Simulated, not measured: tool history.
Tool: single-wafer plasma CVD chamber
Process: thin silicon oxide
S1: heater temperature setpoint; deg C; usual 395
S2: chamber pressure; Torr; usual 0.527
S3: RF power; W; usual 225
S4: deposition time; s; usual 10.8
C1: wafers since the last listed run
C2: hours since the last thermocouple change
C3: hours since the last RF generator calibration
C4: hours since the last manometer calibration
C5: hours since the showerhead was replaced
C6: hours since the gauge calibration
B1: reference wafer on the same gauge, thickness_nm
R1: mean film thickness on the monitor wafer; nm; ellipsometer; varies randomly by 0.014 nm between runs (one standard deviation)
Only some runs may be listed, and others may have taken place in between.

Run 1, hour 0: usual settings; C1 0; C2 1988; C3 1118.2; C4 1812; C5 7428.2; C6 219.6; B1 10.035. Result: R1 8.363 nm.
Run 2, hour 9.2: usual settings but S4 9.3 s; C1 375; C2 1997.2; C3 1127.4; C4 1821.2; C5 7437.4; C6 228.8; B1 10.033. Result: R1 7.21 nm.
Run 3, hour 21: usual settings; C1 482; C2 2009; C3 1139.2; C4 1833; C5 7449.2; C6 240.6; B1 10.037. Result: R1 8.37 nm.
Run 4, hour 36.4: usual settings; C1 629; C2 2024.4; C3 1154.6; C4 1848.4; C5 7464.6; C6 256; B1 10.029. Result: R1 8.379 nm.
Run 5, hour 50.3: usual settings; C1 567; C2 2038.3; C3 1168.5; C4 1862.3; C5 7478.5; C6 269.9; B1 10.026. Result: R1 8.331 nm.
Run 6, hour 60: usual settings but S4 9.7 s; C1 396; C2 2048; C3 1178.2; C4 1872; C5 7488.2; C6 279.6; B1 10.033. Result: R1 7.483 nm.
Run 7, hour 71: usual settings but S4 9.7 s; C1 449; C2 2059; C3 1189.2; C4 1883; C5 7499.2; C6 290.6; B1 10.024. Result: R1 7.502 nm.
Run 8, hour 86: usual settings; C1 612; C2 2074; C3 1204.2; C4 1898; C5 7514.2; C6 305.6; B1 10.025. Result: R1 8.353 nm.
At hour 99.5: thermocouple changed; heater temperature recalibrated.
At hour 100.4: capacitance manometer re-zeroed and calibrated.
Run 9, hour 100.9: usual settings; C1 244; C2 1.4; C3 1219.1; C4 0.5; C5 7529.1; C6 320.5; B1 10.032. Result: R1 8.721 nm.
Run 10, hour 106.6: usual settings; C1 232; C2 7.1; C3 1224.8; C4 6.2; C5 7534.8; C6 326.2; B1 10.029. Result: R1 8.7 nm.
Run 11, hour 122: usual settings; C1 629; C2 22.5; C3 1240.2; C4 21.6; C5 7550.2; C6 341.6; B1 10.031. Result: R1 8.706 nm.
At hour 123.1: gauge calibrated.
Run 12, hour 129.1: usual settings but S4 12.8 s; C1 290; C2 29.6; C3 1247.3; C4 28.7; C5 7557.3; C6 6; B1 10.034. Result: R1 10.312 nm.
Run 13, hour 137.9: usual settings but S1 390 deg C, S3 205 W; C1 359; C2 38.4; C3 1256.1; C4 37.5; C5 7566.1; C6 14.8; B1 10.032. Result: R1 8.017 nm.
Run 14, hour 152.6: usual settings but S4 12.4 s; C1 600; C2 53.1; C3 1270.8; C4 52.2; C5 7580.8; C6 29.5; B1 10.034. Result: R1 9.949 nm.
Run 15, hour 163.7: usual settings but S1 410 deg C, S4 12.5 s; C1 453; C2 64.2; C3 1281.9; C4 63.3; C5 7591.9; C6 40.6; B1 10.027. Result: R1 9.92 nm.
Run 16, hour 179.4: usual settings; C1 641; C2 79.9; C3 1297.6; C4 79; C5 7607.6; C6 56.3; B1 10.031. Result: R1 8.653 nm.
At hour 191: showerhead replaced.
Run 17, hour 191.5: usual settings but S2 0.636 Torr, S3 245 W; C1 167; C2 92; C3 1309.7; C4 91.1; C5 0.5; C6 68.4; B1 10.027. Result: R1 10.312 nm.
Run 18, hour 192.4: usual settings but S1 385 deg C, S2 0.622 Torr; C1 36; C2 92.9; C3 1310.6; C4 92; C5 1.4; C6 69.3; B1 10.029. Result: R1 9.596 nm.
Run 19, hour 207.5: usual settings but S1 403 deg C, S2 0.402 Torr, S3 205 W, S4 12.1 s; C1 616; C2 108; C3 1325.7; C4 107.1; C5 16.5; C6 84.4; B1 10.026. Result: R1 7.628 nm.
At hour 218: RF generator calibrated.
Run 20, hour 223.7: usual settings but S2 0.62 Torr; C1 334; C2 124.2; C3 5.7; C4 123.3; C5 32.7; C6 100.6; B1 10.029. Result: R1 9.844 nm.
Run 21, hour 262.1: usual settings; C1 1568; C2 162.6; C3 44.1; C4 161.7; C5 71.1; C6 139; B1 10.037. Result: R1 8.895 nm.
Run 22, hour 277.5: usual settings but S1 404 deg C, S3 185 W, S4 10.1 s; C1 629; C2 178; C3 59.5; C4 177.1; C5 86.5; C6 154.4; B1 10.032. Result: R1 6.895 nm.

Alternative continuations, all from the tool just after run 22; predict every row:
Run A, hour 277.9: usual settings; C1 16; C2 178.4; C3 59.9; C4 177.5; C5 86.9; C6 154.8; B1 ?. Result: R1 ?.
Run B, hour 277.9: usual settings but S3 195 W, S4 9.1 s; C1 16; C2 178.4; C3 59.9; C4 177.5; C5 86.9; C6 154.8; B1 ?. Result: R1 ?.
Run C, hour 277.9: usual settings but S1 404 deg C, S2 0.408 Torr; C1 16; C2 178.4; C3 59.9; C4 177.5; C5 86.9; C6 154.8; B1 ?. Result: R1 ?.
Run D, hour 277.9: usual settings but S1 381 deg C; C1 16; C2 178.4; C3 59.9; C4 177.5; C5 86.9; C6 154.8; B1 ?. Result: R1 ?.
Run E, hour 277.9: usual settings but S3 200 W; C1 16; C2 178.4; C3 59.9; C4 177.5; C5 86.9; C6 154.8; B1 ?. Result: R1 ?.

run      B1     R1
  A  10.035  8.926
  B  10.035  6.627
  C  10.035  7.725
  D  10.035  8.999
  E  10.035  8.052
The same runs, with their run-to-run variation unchanged, on a tool lacking any hidden condition would have given:
run     R1
  A  9.047
  B  6.717
  C  7.837
  D  9.121
  E  8.161
